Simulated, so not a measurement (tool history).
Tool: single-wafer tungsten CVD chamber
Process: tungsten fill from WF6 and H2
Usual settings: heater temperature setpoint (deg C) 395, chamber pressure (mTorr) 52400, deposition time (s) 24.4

run,hour,heater temperature setpoint (deg C),chamber pressure (mTorr),deposition time (s),wafers since the last listed run,hours since the last thermocouple change,hours since the last manometer calibration,hours since the showerhead was replaced,hours since the gauge calibration,"read-back reference wafer on the same gauge, thickness_nm",mean film thickness on the monitor wafer (nm)
1,0.0,395,52400,24.4,0,1233.7,2773.8,3858.7,1.9,66.887,85.182
2,6.1,395,52400,24.4,180,1239.8,2779.9,3864.8,8.0,66.888,84.978
3,19.5,395,52400,24.4,395,1253.2,2793.3,3878.2,21.4,66.870,85.426
4,35.9,387,52400,24.4,484,1269.6,2809.7,3894.6,37.8,66.888,72.050
5,52.8,395,52400,27.1,498,1286.5,2826.6,3911.5,54.7,66.891,95.327
6,59.5,395,52400,27.1,197,1293.2,2833.3,3918.2,61.4,66.912,95.313
# hour 77.9: thermocouple changed; heater temperature recalibrated
7,78.4,395,52400,27.1,321,0.5,2852.2,3937.1,80.3,66.872,88.940
8,83.3,395,44000,24.4,144,5.4,2857.1,3942.0,85.2,66.906,70.642
9,91.8,395,44000,24.4,250,13.9,2865.6,3950.5,93.7,66.925,70.577
10,106.8,395,52400,24.4,442,28.9,2880.6,3965.5,108.7,66.908,80.015
11,113.2,405,64100,28.3,188,35.3,2887.0,3971.9,115.1,66.912,130.031
12,124.9,395,52400,24.4,345,47.0,2898.7,3983.6,126.8,66.900,80.097
13,134.3,400,52400,24.4,277,56.4,2908.1,3993.0,136.2,66.901,89.068
# hour 138.6: gauge calibrated
# hour 147.8: showerhead replaced
# hour 150.1: capacitance manometer re-zeroed and calibrated
14,150.6,408,52400,24.4,176,72.7,0.5,2.8,12.0,66.914,104.593
15,153.0,395,52400,24.4,70,75.1,2.9,5.2,14.4,66.888,80.042
16,167.3,391,56600,22.0,422,89.4,17.2,19.5,28.7,66.914,69.670
17,175.6,386,56000,20.4,245,97.7,25.5,27.8,37.0,66.911,57.191
18,187.3,380,45900,22.2,345,109.4,37.2,39.5,48.7,66.902,47.495
19,193.4,409,58700,27.7,180,115.5,43.3,45.6,54.8,66.920,130.471
20,208.2,399,62800,24.4,436,130.3,58.1,60.4,69.6,66.929,97.934

Forecast each of these 5 alternatives for the next run:
A,208.6,395,52400,21.6,11,130.7,58.5,60.8,70.0,?,?
B,208.6,390,41100,25.9,11,130.7,58.5,60.8,70.0,?,?
C,208.6,395,52400,22.7,11,130.7,58.5,60.8,70.0,?,?
D,208.6,395,43800,24.4,11,130.7,58.5,60.8,70.0,?,?
E,208.6,407,45200,24.4,11,130.7,58.5,60.8,70.0,?,?

run,"read-back reference wafer on the same gauge, thickness_nm",mean film thickness on the monitor wafer (nm)
A,66.896,70.909
B,66.896,63.884
C,66.896,74.536
D,66.896,70.507
E,66.896,92.385
Without the tool's hidden state the same runs would have given:
run,mean film thickness on the monitor wafer (nm)
A,70.980
B,63.951
C,74.611
D,70.578
E,92.471
